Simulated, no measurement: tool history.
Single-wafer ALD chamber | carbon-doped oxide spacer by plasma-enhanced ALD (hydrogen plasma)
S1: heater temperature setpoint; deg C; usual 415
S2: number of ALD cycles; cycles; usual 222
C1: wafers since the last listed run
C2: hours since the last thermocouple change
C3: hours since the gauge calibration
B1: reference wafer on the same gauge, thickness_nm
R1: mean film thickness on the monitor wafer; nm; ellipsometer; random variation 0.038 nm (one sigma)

run 1 hour=0.0 | S1=415 S2=222 | C1=0 C2=308.7 C3=495.7 | B1=12.012 | R1=11.272
run 2 hour=19.2 | S1=427 S2=222 | C1=45 C2=327.9 C3=514.9 | B1=11.994 | R1=10.793
run 3 hour=32.8 | S1=427 S2=222 | C1=31 C2=341.5 C3=528.5 | B1=12.005 | R1=10.848
run 4 hour=51.5 | S1=415 S2=231 | C1=43 C2=360.2 C3=547.2 | B1=11.996 | R1=11.722
run 5 hour=84.8 | S1=415 S2=231 | C1=78 C2=393.5 C3=580.5 | B1=12.012 | R1=11.670
run 6 hour=119.8 | S1=415 S2=231 | C1=82 C2=428.5 C3=615.5 | B1=11.990 | R1=11.699
run 7 hour=134.7 | S1=415 S2=222 | C1=35 C2=443.4 C3=630.4 | B1=11.998 | R1=11.379
run 8 hour=157.3 | S1=415 S2=222 | C1=53 C2=466.0 C3=653.0 | B1=11.992 | R1=11.329
run 9 hour=191.4 | S1=415 S2=222 | C1=80 C2=500.1 C3=687.1 | B1=11.993 | R1=11.203
run 10 hour=221.4 | S1=415 S2=222 | C1=70 C2=530.1 C3=717.1 | B1=12.001 | R1=11.249
run 11 hour=241.4 | S1=415 S2=222 | C1=46 C2=550.1 C3=737.1 | B1=11.997 | R1=11.252
run 12 hour=344.1 | S1=415 S2=256 | C1=241 C2=652.8 C3=839.8 | B1=11.995 | R1=12.914
-- hour=357.6 gauge calibrated
run 13 hour=397.1 | S1=415 S2=256 | C1=124 C2=705.8 C3=39.5 | B1=12.005 | R1=13.009
run 14 hour=432.0 | S1=415 S2=256 | C1=81 C2=740.7 C3=74.4 | B1=12.006 | R1=12.864
run 15 hour=464.6 | S1=415 S2=222 | C1=76 C2=773.3 C3=107.0 | B1=12.008 | R1=11.155
run 16 hour=477.1 | S1=402 S2=201 | C1=29 C2=785.8 C3=119.5 | B1=12.010 | R1=10.649
run 17 hour=504.5 | S1=415 S2=240 | C1=64 C2=813.2 C3=146.9 | B1=12.013 | R1=12.069
run 18 hour=537.9 | S1=407 S2=251 | C1=78 C2=846.6 C3=180.3 | B1=11.998 | R1=13.090
run 19 hour=570.6 | S1=415 S2=243 | C1=76 C2=879.3 C3=213.0 | B1=12.004 | R1=12.251
run 20 hour=588.0 | S1=415 S2=240 | C1=40 C2=896.7 C3=230.4 | B1=12.000 | R1=12.088
run 21 hour=619.0 | S1=415 S2=222 | C1=72 C2=927.7 C3=261.4 | B1=11.994 | R1=11.154
run 22 hour=642.9 | S1=404 S2=189 | C1=56 C2=951.6 C3=285.3 | B1=12.007 | R1=9.879
run 23 hour=659.6 | S1=422 S2=238 | C1=39 C2=968.3 C3=302.0 | B1=12.000 | R1=11.607
run 24 hour=690.5 | S1=427 S2=179 | C1=72 C2=999.2 C3=332.9 | B1=12.000 | R1=8.583
-- hour=698.6 thermocouple changed; heater temperature recalibrated
run 25 hour=730.0 | S1=427 S2=246 | C1=74 C2=31.4 C3=372.4 | B1=11.997 | R1=12.031
run 26 hour=757.3 | S1=415 S2=222 | C1=64 C2=58.7 C3=399.7 | B1=12.000 | R1=11.333
run 27 hour=778.0 | S1=406 S2=206 | C1=48 C2=79.4 C3=420.4 | B1=12.005 | R1=10.791
run 28 hour=822.1 | S1=415 S2=222 | C1=103 C2=123.5 C3=464.5 | B1=12.004 | R1=11.331
run 29 hour=846.5 | S1=407 S2=204 | C1=57 C2=147.9 C3=488.9 | B1=11.997 | R1=10.727
run 30 hour=880.6 | S1=410 S2=248 | C1=80 C2=182.0 C3=523.0 | B1=12.008 | R1=12.893

5 ways to go on from here, each from the tool as it stands after run 30. What would each give?
run A hour=881.3 | S1=415 S2=189 | C1=1 C2=182.7 C3=523.7 | B1=? | R1=?
run B hour=881.3 | S1=415 S2=236 | C1=1 C2=182.7 C3=523.7 | B1=? | R1=?
run C hour=881.3 | S1=409 S2=261 | C1=1 C2=182.7 C3=523.7 | B1=? | R1=?
run D hour=881.3 | S1=422 S2=210 | C1=1 C2=182.7 C3=523.7 | B1=? | R1=?
run E hour=881.3 | S1=421 S2=188 | C1=1 C2=182.7 C3=523.7 | B1=? | R1=?

run=A B1=12.002 R1=9.635
run=B B1=12.002 R1=12.030
run=C B1=12.002 R1=13.591
run=D B1=12.002 R1=10.437
run=E B1=12.002 R1=9.378
Without the tool's hidden state the same runs would have given:
run=A R1=9.634
run=B R1=12.029
run=C R1=13.589
run=D R1=10.436
run=E R1=9.377
